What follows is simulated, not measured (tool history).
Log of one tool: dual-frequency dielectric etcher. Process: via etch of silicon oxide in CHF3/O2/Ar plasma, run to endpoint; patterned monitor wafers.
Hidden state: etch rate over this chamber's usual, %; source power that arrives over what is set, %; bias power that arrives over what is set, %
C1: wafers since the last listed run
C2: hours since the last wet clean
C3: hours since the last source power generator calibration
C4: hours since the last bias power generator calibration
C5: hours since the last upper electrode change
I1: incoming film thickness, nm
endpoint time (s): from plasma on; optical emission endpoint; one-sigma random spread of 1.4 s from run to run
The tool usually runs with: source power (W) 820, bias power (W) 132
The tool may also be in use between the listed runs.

{"run": 1, "hour": 0.0, "source power (W)": 820, "bias power (W)": 120, "C1": 0, "C2": 305.4, "C3": 1648.8, "C4": 3414, "C5": 2721.3, "I1": 610.8, "endpoint time (s)": 344.9}
{"run": 2, "hour": 11.3, "source power (W)": 820, "bias power (W)": 120, "C1": 35, "C2": 316.7, "C3": 1660.1, "C4": 3425.3, "C5": 2732.6, "I1": 611.7, "endpoint time (s)": 346.9}
{"run": 3, "hour": 23.0, "source power (W)": 820, "bias power (W)": 120, "C1": 36, "C2": 328.4, "C3": 1671.8, "C4": 3437, "C5": 2744.3, "I1": 605.7, "endpoint time (s)": 342.3}
{"run": 4, "hour": 29.5, "source power (W)": 820, "bias power (W)": 132, "C1": 20, "C2": 334.9, "C3": 1678.3, "C4": 3443.5, "C5": 2750.8, "I1": 610.9, "endpoint time (s)": 330.3}
{"run": 5, "hour": 36.2, "source power (W)": 950, "bias power (W)": 132, "C1": 21, "C2": 341.6, "C3": 1685, "C4": 3450.2, "C5": 2757.5, "I1": 611.8, "endpoint time (s)": 310.2}
{"hour": 62.3, "done": "upper electrode replaced, of another model than before"}
{"run": 6, "hour": 62.8, "source power (W)": 950, "bias power (W)": 132, "C1": 8, "C2": 368.2, "C3": 1711.6, "C4": 3476.8, "C5": 0.5, "I1": 612.9, "endpoint time (s)": 313.9}
{"run": 7, "hour": 63.3, "source power (W)": 950, "bias power (W)": 132, "C1": 1, "C2": 368.7, "C3": 1712.1, "C4": 3477.3, "C5": 1, "I1": 613.3, "endpoint time (s)": 313.3}
{"run": 8, "hour": 63.7, "source power (W)": 820, "bias power (W)": 132, "C1": 1, "C2": 369.1, "C3": 1712.5, "C4": 3477.7, "C5": 1.4, "I1": 614.7, "endpoint time (s)": 335}
{"run": 9, "hour": 67.1, "source power (W)": 820, "bias power (W)": 132, "C1": 10, "C2": 372.5, "C3": 1715.9, "C4": 3481.1, "C5": 4.8, "I1": 615, "endpoint time (s)": 333.8}
{"run": 10, "hour": 77.2, "source power (W)": 820, "bias power (W)": 132, "C1": 31, "C2": 382.6, "C3": 1726, "C4": 3491.2, "C5": 14.9, "I1": 606.4, "endpoint time (s)": 330.7}
{"hour": 82.3, "done": "bias power generator calibrated"}
{"hour": 103.3, "done": "wet clean of the chamber"}
{"run": 11, "hour": 103.8, "source power (W)": 720, "bias power (W)": 116, "C1": 5, "C2": 0.5, "C3": 1752.6, "C4": 21.5, "C5": 41.5, "I1": 611.8, "endpoint time (s)": 348.8}
{"run": 12, "hour": 104.5, "source power (W)": 960, "bias power (W)": 111, "C1": 2, "C2": 1.2, "C3": 1753.3, "C4": 22.2, "C5": 42.2, "I1": 608.9, "endpoint time (s)": 317.1}
{"run": 13, "hour": 116.9, "source power (W)": 700, "bias power (W)": 132, "C1": 39, "C2": 13.6, "C3": 1765.7, "C4": 34.6, "C5": 54.6, "I1": 605.5, "endpoint time (s)": 337.1}
{"hour": 129.8, "done": "source power generator calibrated"}
{"run": 14, "hour": 130.3, "source power (W)": 660, "bias power (W)": 132, "C1": 29, "C2": 27, "C3": 0.5, "C4": 48, "C5": 68, "I1": 610, "endpoint time (s)": 347.6}
{"run": 15, "hour": 138.2, "source power (W)": 820, "bias power (W)": 104, "C1": 24, "C2": 34.9, "C3": 8.4, "C4": 55.9, "C5": 75.9, "I1": 610.3, "endpoint time (s)": 344.3}
{"run": 16, "hour": 144.5, "source power (W)": 820, "bias power (W)": 132, "C1": 19, "C2": 41.2, "C3": 14.7, "C4": 62.2, "C5": 82.2, "I1": 607.4, "endpoint time (s)": 319.2}
{"run": 17, "hour": 153.8, "source power (W)": 820, "bias power (W)": 132, "C1": 29, "C2": 50.5, "C3": 24, "C4": 71.5, "C5": 91.5, "I1": 610.1, "endpoint time (s)": 318}
{"run": 18, "hour": 167.2, "source power (W)": 820, "bias power (W)": 141, "C1": 42, "C2": 63.9, "C3": 37.4, "C4": 84.9, "C5": 104.9, "I1": 611.6, "endpoint time (s)": 315.5}

Branching from run 18: 5 alternative next runs. What would each branch give?
{"run": "A", "hour": 167.7, "source power (W)": 820, "bias power (W)": 132, "C1": 1, "C2": 64.4, "C3": 37.9, "C4": 85.4, "C5": 105.4, "I1": 614.8, "endpoint time (s)": "?"}
{"run": "B", "hour": 167.7, "source power (W)": 750, "bias power (W)": 158, "C1": 1, "C2": 64.4, "C3": 37.9, "C4": 85.4, "C5": 105.4, "I1": 614.8, "endpoint time (s)": "?"}
{"run": "C", "hour": 167.7, "source power (W)": 820, "bias power (W)": 106, "C1": 1, "C2": 64.4, "C3": 37.9, "C4": 85.4, "C5": 105.4, "I1": 614.8, "endpoint time (s)": "?"}
{"run": "D", "hour": 167.7, "source power (W)": 1010, "bias power (W)": 132, "C1": 1, "C2": 64.4, "C3": 37.9, "C4": 85.4, "C5": 105.4, "I1": 614.8, "endpoint time (s)": "?"}
{"run": "E", "hour": 167.7, "source power (W)": 710, "bias power (W)": 156, "C1": 1, "C2": 64.4, "C3": 37.9, "C4": 85.4, "C5": 105.4, "I1": 614.8, "endpoint time (s)": "?"}

run=A endpoint_time_(s)=323.8
run=B endpoint_time_(s)=316.8
run=C endpoint_time_(s)=345.1
run=D endpoint_time_(s)=299.2
run=E endpoint_time_(s)=324.6
Take away the tool's hidden state, keep each run's random variation, and the runs would have read:
run=A endpoint_time_(s)=319.1
run=B endpoint_time_(s)=312.2
run=C endpoint_time_(s)=340.1
run=D endpoint_time_(s)=294.8
run=E endpoint_time_(s)=319.9
